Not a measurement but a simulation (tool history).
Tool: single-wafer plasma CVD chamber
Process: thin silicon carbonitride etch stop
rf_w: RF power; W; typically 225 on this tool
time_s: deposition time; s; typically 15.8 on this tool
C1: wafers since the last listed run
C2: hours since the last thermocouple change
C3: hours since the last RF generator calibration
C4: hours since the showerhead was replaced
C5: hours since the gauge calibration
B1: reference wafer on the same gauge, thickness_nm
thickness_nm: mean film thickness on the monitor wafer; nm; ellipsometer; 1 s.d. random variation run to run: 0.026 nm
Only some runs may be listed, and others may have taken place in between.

Run 1, hour 0.0: usual settings; C1 0; C2 846.5; C3 1262.4; C4 1857.8; C5 495.9; B1 9.321. Result: thickness_nm 8.724 nm.
At hour 31.9: gauge calibrated.
Run 2, hour 48.4: usual settings; C1 729; C2 894.9; C3 1310.8; C4 1906.2; C5 16.5; B1 9.308. Result: thickness_nm 8.786 nm.
Run 3, hour 68.3: usual settings; C1 300; C2 914.8; C3 1330.7; C4 1926.1; C5 36.4; B1 9.318. Result: thickness_nm 8.736 nm.
Run 4, hour 85.2: usual settings but time_s 16.9 s; C1 254; C2 931.7; C3 1347.6; C4 1943.0; C5 53.3; B1 9.312. Result: thickness_nm 9.411 nm.
Run 5, hour 99.8: usual settings but time_s 14.3 s; C1 220; C2 946.3; C3 1362.2; C4 1957.6; C5 67.9; B1 9.323. Result: thickness_nm 7.924 nm.
Run 6, hour 121.8: usual settings but time_s 14.3 s; C1 331; C2 968.3; C3 1384.2; C4 1979.6; C5 89.9; B1 9.303. Result: thickness_nm 7.939 nm.
Run 7, hour 149.5: usual settings but time_s 14.3 s; C1 417; C2 996.0; C3 1411.9; C4 2007.3; C5 117.6; B1 9.318. Result: thickness_nm 7.934 nm.
Run 8, hour 179.5: usual settings; C1 452; C2 1026.0; C3 1441.9; C4 2037.3; C5 147.6; B1 9.301. Result: thickness_nm 8.769 nm.
Run 9, hour 204.4: usual settings; C1 375; C2 1050.9; C3 1466.8; C4 2062.2; C5 172.5; B1 9.309. Result: thickness_nm 8.771 nm.
Run 10, hour 230.1: usual settings; C1 387; C2 1076.6; C3 1492.5; C4 2087.9; C5 198.2; B1 9.321. Result: thickness_nm 8.760 nm.
At hour 254.1: thermocouple changed; heater temperature recalibrated.
Run 11, hour 254.6: usual settings but rf_w 200 W, time_s 13.9 s; C1 248; C2 0.5; C3 1517.0; C4 2112.4; C5 222.7; B1 9.319. Result: thickness_nm 7.361 nm.
Run 12, hour 279.7: usual settings but rf_w 200 W, time_s 13.9 s; C1 378; C2 25.6; C3 1542.1; C4 2137.5; C5 247.8; B1 9.304. Result: thickness_nm 7.366 nm.
Run 13, hour 293.8: usual settings; C1 212; C2 39.7; C3 1556.2; C4 2151.6; C5 261.9; B1 9.302. Result: thickness_nm 8.771 nm.
Run 14, hour 320.1: usual settings but rf_w 270 W, time_s 17.3 s; C1 396; C2 66.0; C3 1582.5; C4 2177.9; C5 288.2; B1 9.307. Result: thickness_nm 10.218 nm.
At hour 415.5: showerhead replaced.
Run 15, hour 425.4: usual settings; C1 1467; C2 171.3; C3 1687.8; C4 9.9; C5 393.5; B1 9.310. Result: thickness_nm 8.704 nm.
Run 16, hour 449.1: usual settings; C1 357; C2 195.0; C3 1711.5; C4 33.6; C5 417.2; B1 9.313. Result: thickness_nm 8.748 nm.
Run 17, hour 471.4: usual settings but rf_w 210 W; C1 336; C2 217.3; C3 1733.8; C4 55.9; C5 439.5; B1 9.323. Result: thickness_nm 8.561 nm.
Run 18, hour 488.2: usual settings but rf_w 185 W; C1 253; C2 234.1; C3 1750.6; C4 72.7; C5 456.3; B1 9.323. Result: thickness_nm 8.132 nm.
At hour 489.7: gauge calibrated.
Run 19, hour 503.0: usual settings but rf_w 245 W, time_s 18.9 s; C1 223; C2 248.9; C3 1765.4; C4 87.5; C5 13.3; B1 9.300. Result: thickness_nm 10.749 nm.
Run 20, hour 538.1: usual settings; C1 529; C2 284.0; C3 1800.5; C4 122.6; C5 48.4; B1 9.294. Result: thickness_nm 8.798 nm.
At hour 555.7: RF generator calibrated.
Run 21, hour 556.3: usual settings but rf_w 185 W, time_s 18.3 s; C1 153; C2 302.2; C3 0.6; C4 140.8; C5 66.6; B1 9.315. Result: thickness_nm 9.731 nm.
Run 22, hour 582.2: usual settings but time_s 17.9 s; C1 390; C2 328.1; C3 26.5; C4 166.7; C5 92.5; B1 9.302. Result: thickness_nm 10.215 nm.
Run 23, hour 594.9: usual settings but rf_w 265 W, time_s 14.2 s; C1 191; C2 340.8; C3 39.2; C4 179.4; C5 105.2; B1 9.311. Result: thickness_nm 8.628 nm.
Run 24, hour 629.4: usual settings but rf_w 265 W, time_s 14.4 s; C1 520; C2 375.3; C3 73.7; C4 213.9; C5 139.7; B1 9.311. Result: thickness_nm 8.675 nm.
Run 25, hour 722.8: usual settings but rf_w 195 W, time_s 17.1 s; C1 1408; C2 468.7; C3 167.1; C4 307.3; C5 233.1; B1 9.305. Result: thickness_nm 9.193 nm.
Run 26, hour 758.2: usual settings but rf_w 180 W, time_s 13.0 s; C1 533; C2 504.1; C3 202.5; C4 342.7; C5 268.5; B1 9.308. Result: thickness_nm 6.766 nm.
Run 27, hour 778.0: usual settings but rf_w 210 W, time_s 14.4 s; C1 298; C2 523.9; C3 222.3; C4 362.5; C5 288.3; B1 9.309. Result: thickness_nm 7.983 nm.

3 ways to go on from here, each from the tool as it stands after run 27. What would each give?
Run A, hour 778.4: usual settings but time_s 13.7 s; C1 6; C2 524.3; C3 222.7; C4 362.9; C5 288.7; B1 ?. Result: thickness_nm ?.
Run B, hour 778.4: usual settings but rf_w 250 W; C1 6; C2 524.3; C3 222.7; C4 362.9; C5 288.7; B1 ?. Result: thickness_nm ?.
Run C, hour 778.4: usual settings but rf_w 210 W, time_s 16.8 s; C1 6; C2 524.3; C3 222.7; C4 362.9; C5 288.7; B1 ?. Result: thickness_nm ?.

run     B1  thickness_nm
  A  9.316         7.743
  B  9.316         9.275
  C  9.316         9.259
With no hidden state in the tool, these same runs would have given:
run  thickness_nm
  A         7.829
  B         9.377
  C         9.361
